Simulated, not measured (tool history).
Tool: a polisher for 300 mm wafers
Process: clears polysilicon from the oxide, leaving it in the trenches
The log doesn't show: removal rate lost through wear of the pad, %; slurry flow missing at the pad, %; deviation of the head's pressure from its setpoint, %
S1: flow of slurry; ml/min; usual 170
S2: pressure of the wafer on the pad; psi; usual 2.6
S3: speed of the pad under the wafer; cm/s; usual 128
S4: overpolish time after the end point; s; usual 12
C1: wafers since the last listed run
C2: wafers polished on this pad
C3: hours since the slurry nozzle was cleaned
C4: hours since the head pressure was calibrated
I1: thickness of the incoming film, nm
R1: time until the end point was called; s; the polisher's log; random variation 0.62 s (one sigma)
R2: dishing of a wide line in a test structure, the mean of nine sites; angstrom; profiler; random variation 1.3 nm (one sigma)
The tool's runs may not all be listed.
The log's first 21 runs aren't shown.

run,day,S1,S2,S3,S4,C1,C2,C3,C4,I1,R1,R2
22,41.258,120,2.6,160,19,404,3854,437.8,802.1,621.8,28.5,854
# day 42.662: worn pad replaced by a new one
23,43.542,170,3,128,12,580,241,492.6,856.9,607,29.3,808
24,44.875,140,2.6,128,14,365,607,524.6,888.9,626.5,34,786
25,46.729,170,2.6,128,12,508,1116,569.1,933.4,617.6,32.4,769
26,49.058,170,2.6,128,12,638,1754,625,989.3,620.6,34.1,778
27,51.817,205,2.6,128,12,756,2511,691.2,1055.5,618.1,33.2,782
# day 53.204: slurry nozzle cleaned
28,53.225,155,2.6,128,5,374,2886,0.5,1089.3,618.7,32.8,565
29,56.012,170,2.6,128,12,764,3651,67.4,1156.2,616.1,35,797
30,57.442,210,2.6,128,12,392,4043,101.7,1190.5,617.5,33.8,789
31,59.021,170,2.6,104,12,433,4476,139.6,1228.4,615.2,41.7,762
32,60.092,170,2.6,128,12,293,4770,165.3,1254.1,612.1,32.8,780
# day 61.017: head pressure recalibrated
# day 61.933: worn pad replaced by a new one
33,65.525,170,2.6,128,12,1421,985,295.7,108.2,615.8,32.6,797
34,66.562,215,3.3,102,7,284,1270,320.6,133.1,629.6,31.2,704
35,67.925,170,2.6,100,7,373,1643,353.3,165.8,620.8,39.2,617

Forecast each of these 3 alternatives for the next run:
A,67.942,170,2.6,128,12,4,1648,353.7,166.2,622.8,?,?
B,67.942,170,3,146,12,4,1648,353.7,166.2,622.8,?,?
C,67.942,170,2,104,12,4,1648,353.7,166.2,622.8,?,?

run,R1,R2
A,32.7,802
B,25.3,835
C,50.9,706
Without the tool's hidden state the same runs would have given:
run,R1,R2
A,32.7,802
B,25.2,835
C,50.8,707

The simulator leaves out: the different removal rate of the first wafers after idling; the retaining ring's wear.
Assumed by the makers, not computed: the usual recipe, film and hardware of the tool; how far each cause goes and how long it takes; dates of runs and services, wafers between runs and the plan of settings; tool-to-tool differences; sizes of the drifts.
